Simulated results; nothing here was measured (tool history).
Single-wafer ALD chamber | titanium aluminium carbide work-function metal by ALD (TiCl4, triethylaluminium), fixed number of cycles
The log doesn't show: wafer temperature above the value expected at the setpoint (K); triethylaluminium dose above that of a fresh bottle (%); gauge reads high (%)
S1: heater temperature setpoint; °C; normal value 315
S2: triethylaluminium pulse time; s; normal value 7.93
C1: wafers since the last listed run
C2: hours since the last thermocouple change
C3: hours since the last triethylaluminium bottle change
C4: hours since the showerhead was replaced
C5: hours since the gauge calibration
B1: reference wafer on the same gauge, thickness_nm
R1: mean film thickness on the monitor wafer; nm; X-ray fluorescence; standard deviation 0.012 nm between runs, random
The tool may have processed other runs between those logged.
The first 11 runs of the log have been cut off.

| run | hour | S1 | S2 | C1 | C2 | C3 | C4 | C5 | B1 | R1 |
|---|---|---|---|---|---|---|---|---|---|---|
| 12 | 785.3 | 329 | 9.89 | 799 | 1859.4 | 1368.4 | 159.8 | 2543.1 | 1.92 | 2.246 |
|  | 821.5 | thermocouple changed; heater temperature recalibrated |
|  | 842.7 | triethylaluminium bottle replaced |
| 13 | 858.9 | 320 | 5.3 | 785 | 37.4 | 16.2 | 233.4 | 2616.7 | 1.919 | 1.878 |
|  | 861.5 | gauge calibrated |
| 14 | 942.4 | 309 | 6.17 | 1138 | 120.9 | 99.7 | 316.9 | 80.9 | 2.001 | 1.978 |
| 15 | 1016.5 | 310 | 6.54 | 1010 | 195 | 173.8 | 391 | 155 | 2.003 | 2.023 |
| 16 | 1122.2 | 315 | 5.56 | 1441 | 300.7 | 279.5 | 496.7 | 260.7 | 2.003 | 1.959 |
| 17 | 1226.8 | 315 | 7.93 | 1426 | 405.3 | 384.1 | 601.3 | 365.3 | 1.996 | 2.134 |
| 18 | 1289.4 | 315 | 7.93 | 853 | 467.9 | 446.7 | 663.9 | 427.9 | 1.996 | 2.138 |
| 19 | 1350.6 | 315 | 7 | 834 | 529.1 | 507.9 | 725.1 | 489.1 | 2.003 | 2.083 |
| 20 | 1416.3 | 304 | 7.93 | 895 | 594.8 | 573.6 | 790.8 | 554.8 | 2.005 | 2.049 |
| 21 | 1485 | 307 | 8.86 | 936 | 663.5 | 642.3 | 859.5 | 623.5 | 2.003 | 2.11 |
| 22 | 1566.2 | 315 | 7.93 | 1107 | 744.7 | 723.5 | 940.7 | 704.7 | 2 | 2.142 |
| 23 | 1640.3 | 326 | 10.17 | 1010 | 818.8 | 797.6 | 1014.8 | 778.8 | 2.004 | 2.298 |
| 24 | 1736.7 | 315 | 9.84 | 1314 | 915.2 | 894 | 1111.2 | 875.2 | 1.996 | 2.189 |
| 25 | 1841.8 | 302 | 6.65 | 1433 | 1020.3 | 999.1 | 1216.3 | 980.3 | 1.994 | 1.941 |
| 26 | 1937.2 | 309 | 6.05 | 1300 | 1115.7 | 1094.5 | 1311.7 | 1075.7 | 1.986 | 1.959 |
| 27 | 2045.2 | 315 | 8.8 | 1472 | 1223.7 | 1202.5 | 1419.7 | 1183.7 | 1.99 | 2.168 |
| 28 | 2103.5 | 315 | 7.93 | 794 | 1282 | 1260.8 | 1478 | 1242 | 1.984 | 2.107 |
| 29 | 2151.8 | 315 | 5.49 | 658 | 1330.3 | 1309.1 | 1526.3 | 1290.3 | 1.989 | 1.962 |
| 30 | 2399.4 | 315 | 9.61 | 3376 | 1577.9 | 1556.7 | 1773.9 | 1537.9 | 1.98 | 2.213 |
| 31 | 2476.3 | 315 | 5.56 | 1048 | 1654.8 | 1633.6 | 1850.8 | 1614.8 | 1.973 | 1.959 |
| 32 | 2538.2 | 315 | 7.93 | 844 | 1716.7 | 1695.5 | 1912.7 | 1676.7 | 1.975 | 2.129 |

5 options for the next run, each taken on its own from the tool as it stands now. Forecast them:
| A | 2538.6 | 315 | 4.87 | 5 | 1717.1 | 1695.9 | 1913.1 | 1677.1 | ? | ? |
| B | 2538.6 | 315 | 4.93 | 5 | 1717.1 | 1695.9 | 1913.1 | 1677.1 | ? | ? |
| C | 2538.6 | 302 | 6.33 | 5 | 1717.1 | 1695.9 | 1913.1 | 1677.1 | ? | ? |
| D | 2538.6 | 328 | 5.87 | 5 | 1717.1 | 1695.9 | 1913.1 | 1677.1 | ? | ? |
| E | 2538.6 | 327 | 9.86 | 5 | 1717.1 | 1695.9 | 1913.1 | 1677.1 | ? | ? |

| run | B1 | R1 |
|---|---|---|
| A | 1.976 | 1.865 |
| B | 1.976 | 1.873 |
| C | 1.976 | 1.91 |
| D | 1.976 | 2.086 |
| E | 1.976 | 2.3 |
What these runs would have given with no unlogged condition in the tool:
| run | R1 |
|---|---|
| A | 1.89 |
| B | 1.898 |
| C | 1.935 |
| D | 2.114 |
| E | 2.331 |
